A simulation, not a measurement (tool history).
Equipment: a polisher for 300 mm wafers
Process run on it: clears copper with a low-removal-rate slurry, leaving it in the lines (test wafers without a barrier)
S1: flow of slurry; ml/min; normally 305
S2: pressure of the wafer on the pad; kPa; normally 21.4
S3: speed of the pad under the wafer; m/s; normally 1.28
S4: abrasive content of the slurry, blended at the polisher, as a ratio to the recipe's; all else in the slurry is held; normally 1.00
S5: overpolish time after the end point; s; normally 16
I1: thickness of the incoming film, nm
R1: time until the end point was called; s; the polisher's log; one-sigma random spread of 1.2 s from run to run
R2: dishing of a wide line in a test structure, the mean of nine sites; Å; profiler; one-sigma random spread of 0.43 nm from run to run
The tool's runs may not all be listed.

run	hour	S1	S2	S3	S4	S5	I1	R1	R2
1	0.0	305	21.4	1.28	1.00	16	366.3	96.8	387
2	63.3	305	21.4	1.28	1.00	16	368.5	96.0	383
# hour 117.3: slurry blender recalibrated
# hour 127.8: slurry nozzle cleaned
# hour 178.8: worn pad replaced by a new one, of another model than before
3	247.7	305	21.4	1.28	1.00	16	369.2	98.1	387
4	331.2	305	21.4	1.28	1.00	16	365.8	94.0	383
5	382.2	270	21.4	1.28	1.00	16	372.3	101.3	376
# hour 446.9: head pressure recalibrated
6	447.4	270	21.4	1.28	1.00	16	377.9	96.6	390
# hour 591.6: slurry blender recalibrated
7	622.1	305	24.1	1.28	1.00	16	370.3	89.2	416
# hour 656.4: slurry nozzle cleaned
# hour 671.1: worn pad replaced by a new one
8	709.1	305	24.1	1.28	1.00	16	371.5	90.3	414
9	758.8	305	24.1	1.28	1.00	16	369.9	90.1	410
10	826.9	305	21.4	1.28	1.00	16	374.7	97.7	387
11	924.2	305	21.4	1.28	1.00	16	373.9	98.5	384
12	968.0	305	21.4	1.02	1.10	16	369.0	109.9	351
13	1014.2	305	24.8	1.28	1.00	13	368.4	86.3	349
# hour 1076.2: slurry nozzle cleaned
# hour 1097.8: slurry blender recalibrated
14	1107.2	305	17.9	1.28	0.80	21	373.0	116.1	418
# hour 1154.6: head pressure recalibrated
# hour 1191.6: worn pad replaced by a new one
15	1193.8	305	29.0	1.28	1.00	16	363.7	75.6	465
16	1255.9	405	15.2	1.28	0.80	26	372.9	118.3	472
17	1314.3	230	21.4	1.46	1.00	16	364.8	93.3	392
18	1352.8	305	21.4	1.28	1.00	16	364.9	92.9	386
19	1426.3	305	15.2	1.28	1.10	25	373.7	117.3	459
20	1477.9	305	21.4	0.84	1.10	16	373.7	121.4	331
# hour 1529.5: slurry nozzle cleaned
# hour 1573.2: slurry blender recalibrated
21	1615.8	305	21.4	0.94	1.00	16	368.3	116.7	339
22	1675.5	305	21.4	1.28	1.00	16	367.8	95.8	380
# hour 1695.8: worn pad replaced by a new one
23	1742.1	370	21.4	1.58	1.00	8	371.5	85.4	242
24	1785.4	305	21.4	1.28	1.00	16	367.3	96.9	385
# hour 1832.7: head pressure recalibrated
25	1888.0	205	14.5	1.60	1.15	16	370.8	115.1	336
26	1941.3	305	21.4	1.28	1.00	16	368.8	95.1	402
# hour 1968.7: slurry nozzle cleaned
27	1987.3	305	15.2	1.66	0.90	20	374.2	102.0	439

Branching from run 27: 5 alternative next runs. What would each branch give?
A	1987.8	305	21.4	1.28	1.00	16	367.1	?	?
B	1987.8	305	23.4	1.58	1.10	16	367.1	?	?
C	1987.8	305	17.2	1.28	1.00	16	367.1	?	?
D	1987.8	305	21.4	1.64	1.00	21	367.1	?	?
E	1987.8	305	26.2	1.28	0.85	16	367.1	?	?

run	R1	R2
A	95.5	387
B	77.9	455
C	108.7	346
D	82.1	529
E	86.1	423
What these runs would have given with no unlogged condition in the tool:
run	R1	R2
A	93.6	394
B	76.3	462
C	106.5	352
D	80.4	538
E	84.4	431

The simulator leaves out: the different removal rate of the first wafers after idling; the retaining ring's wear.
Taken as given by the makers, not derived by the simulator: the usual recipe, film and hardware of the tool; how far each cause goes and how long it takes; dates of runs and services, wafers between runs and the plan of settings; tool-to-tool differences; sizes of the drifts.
